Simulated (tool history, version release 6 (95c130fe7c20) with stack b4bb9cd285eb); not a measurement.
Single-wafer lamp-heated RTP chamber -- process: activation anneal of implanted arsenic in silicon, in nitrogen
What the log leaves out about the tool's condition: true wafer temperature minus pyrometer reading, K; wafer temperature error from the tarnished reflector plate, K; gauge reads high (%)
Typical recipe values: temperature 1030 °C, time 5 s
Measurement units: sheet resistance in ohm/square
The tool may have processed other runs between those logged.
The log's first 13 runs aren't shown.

run,hour,temperature,time,wafers since the last listed run,wafers since the last pyrometer calibration,wafers since the reflector plate was cleaned,hours since the gauge calibration,"read-back reference wafer on the same gauge, sheet resistance",sheet resistance
14,1140.7,1030,7,5040,8341,7356,727.5,292.95,275.51
15,1179.5,1041,5,844,9186,8201,766.3,292.96,275.48
# hour 1239: pyrometer window cleaned and pyrometer calibrated
# hour 1270.8: reflector plate cleaned
16,1271.3,1041,5,1649,529,10,858.1,293.03,275.89
17,1328.7,1013,5,1249,1779,1260,915.5,293.18,278.34
18,1399.3,1039,3,1536,3315,2796,986.1,292.74,277.57
19,1454.4,1039,3,1199,4514,3995,1041.2,292.93,278.87
20,1533.9,1050,6,1730,6245,5726,1120.7,292.99,274.07
21,1638.3,1044,6,2272,8517,7998,1225.1,292.85,275.06
22,1685.2,1030,3,1020,9538,9019,1272,292.94,278.83
# hour 1707.2: gauge calibrated
# hour 1749.2: pyrometer window cleaned and pyrometer calibrated
23,1749.7,1007,7,1229,10,10248,42.5,292.97,277.23
24,1789.5,1030,5,866,876,11115,82.3,293.03,276.75
# hour 1811.4: reflector plate cleaned
25,1849.6,1030,5,1133,2010,832,142.4,292.91,276.77
26,1916,1040,7,1445,3455,2277,208.8,293.11,275.46
27,1963.3,1030,7,1029,4484,3306,256.1,292.81,276.11
28,2031.7,1056,8,1488,5973,4795,324.5,293.02,272.84
29,2096.7,1001,7,1414,7388,6210,389.5,292.96,277.5
30,2137.8,1019,3,894,8282,7104,430.6,292.74,279.27
# hour 2170.4: pyrometer window cleaned and pyrometer calibrated
31,2192.2,1030,5,1009,475,8114,485,292.97,277.24

Run 32 has not been measured yet. What should we expect?
32,2230.4,1058,5,831,1306,8945,523.2,?,?

Run 32 yielded read-back reference wafer on the same gauge, sheet resistance 293.05, sheet resistance 274.64 ohm/square.
Were there no unlogged condition in the tool, this run, its random variation unchanged, would have produced sheet resistance 274.64 ohm/square.
